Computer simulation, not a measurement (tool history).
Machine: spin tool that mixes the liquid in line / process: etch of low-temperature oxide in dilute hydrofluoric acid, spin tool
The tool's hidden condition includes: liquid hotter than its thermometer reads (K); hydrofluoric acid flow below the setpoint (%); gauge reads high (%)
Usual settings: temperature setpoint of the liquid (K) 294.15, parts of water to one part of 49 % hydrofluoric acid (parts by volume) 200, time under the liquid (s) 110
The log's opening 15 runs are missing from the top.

run,hour,temperature setpoint of the liquid (K),parts of water to one part of 49 % hydrofluoric acid (parts by volume),time under the liquid (s),wafers since the last listed run,hours since the thermometer was replaced,hours since the hydrofluoric acid flow meter was replaced,hours since the gauge calibration,"read-back film thickness of the low-temperature oxide reference wafer, read on the same gauge (nm)",thickness taken off the low-temperature oxide on a monitor wafer (nm)
16,867.9,294.15,200,145,305,480.0,166.7,544.5,99.96,12.01
17,936.0,294.15,200,110,437,548.1,234.8,612.6,99.97,9.06
18,995.2,291.15,245,135,380,607.3,294.0,671.8,100.01,7.81
19,1035.4,299.15,200,110,258,647.5,334.2,712.0,99.98,10.95
20,1076.7,294.15,200,55,265,688.8,375.5,753.3,100.02,4.57
21,1108.3,294.15,200,110,203,720.4,407.1,784.9,99.99,9.10
22,1155.0,294.15,245,110,300,767.1,453.8,831.6,100.01,7.09
23,1223.4,294.15,260,110,439,835.5,522.2,900.0,100.02,6.66

For run 24, what comes out?
24,1277.4,290.15,120,140,347,889.5,576.2,954.0,?,?

{"run 24": {"read-back film thickness of the low-temperature oxide reference wafer, read on the same gauge (nm)": 100.02, "thickness taken off the low-temperature oxide on a monitor wafer (nm)": 17.75}}
If the tool had no hidden condition, the same run with the same run-to-run variation would have returned thickness taken off the low-temperature oxide on a monitor wafer (nm) 17.75.

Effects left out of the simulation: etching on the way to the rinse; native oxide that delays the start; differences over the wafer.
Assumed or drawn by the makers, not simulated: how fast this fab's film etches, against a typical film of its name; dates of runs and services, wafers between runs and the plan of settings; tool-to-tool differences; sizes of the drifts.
